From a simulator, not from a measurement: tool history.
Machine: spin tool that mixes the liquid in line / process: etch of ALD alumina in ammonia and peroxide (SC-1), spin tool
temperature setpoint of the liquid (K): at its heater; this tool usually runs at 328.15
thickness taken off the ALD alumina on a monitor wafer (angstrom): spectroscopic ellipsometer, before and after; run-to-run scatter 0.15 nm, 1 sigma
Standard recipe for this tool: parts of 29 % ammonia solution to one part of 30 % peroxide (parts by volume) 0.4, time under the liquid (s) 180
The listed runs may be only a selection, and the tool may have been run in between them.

run,hour,temperature setpoint of the liquid (K),parts of 29 % ammonia solution to one part of 30 % peroxide (parts by volume),time under the liquid (s),"read-back film thickness of the ALD alumina reference wafer, read on the same gauge (nm)",thickness taken off the ALD alumina on a monitor wafer (angstrom)
1,0,328.15,0.5,130,79.99,107.7
2,12,328.15,0.5,130,80.01,107.2
# hour 64.2: new drum of ammonia solution connected
3,69.4,331.65,0.3,180,80.02,170.1
4,87.8,328.15,0.4,180,80.01,146.1
5,121.2,328.15,0.4,180,80.01,147.4
# hour 146.8: gauge calibrated
6,150.7,323.15,0.4,180,80.01,112.9
7,211.6,336.15,0.3,275,80,332.3
8,224.7,328.15,0.4,180,80.01,145.3
# hour 240.9: thermometer replaced
9,249.8,328.15,0.5,180,80,157.4
10,281.3,337.65,0.4,100,79.98,141.3
# hour 291.2: heated supply line repaired
11,311.4,328.15,0.4,180,80.01,157.9
12,327.7,332.15,0.4,180,79.97,196.1
# hour 334.6: ammonia flow meter replaced
13,348.4,319.15,0.5,85,79.99,45.7
14,364.1,331.65,0.4,180,80.03,188.8
15,387.3,328.15,0.3,145,80.01,122.6
16,416.8,328.15,0.5,275,79.99,244.9
17,452.5,328.15,0.55,80,80.04,71.7
18,465.3,320.65,0.6,250,80.03,148.5
19,483.5,328.15,0.55,180,79.96,161.1
20,501,322.15,0.4,180,80.01,111.9
21,521.6,328.15,0.2,180,79.97,143.1
22,539.4,328.15,0.4,180,79.95,157.2
23,555.5,328.15,0.25,180,79.97,148.6
24,575.2,336.15,0.4,210,80.03,274.9
25,597.1,328.15,0.4,180,80,156.4

Consider 4 possible next runs. They are alternatives, not a sequence: every one starts from the tool as it was left by run 25. What does each give?
A,597.6,328.15,0.4,180,?,?
B,597.6,323.65,0.3,180,?,?
C,597.6,336.15,0.4,230,?,?
D,597.6,333.65,0.3,260,?,?

run,"read-back film thickness of the ALD alumina reference wafer, read on the same gauge (nm)",thickness taken off the ALD alumina on a monitor wafer (angstrom)
A,80,155.9
B,80,118.9
C,80,301.5
D,80,292.1
Without the tool's unlogged condition, the same runs would have read:
run,thickness taken off the ALD alumina on a monitor wafer (angstrom)
A,159
B,121.4
C,307.3
D,297.8
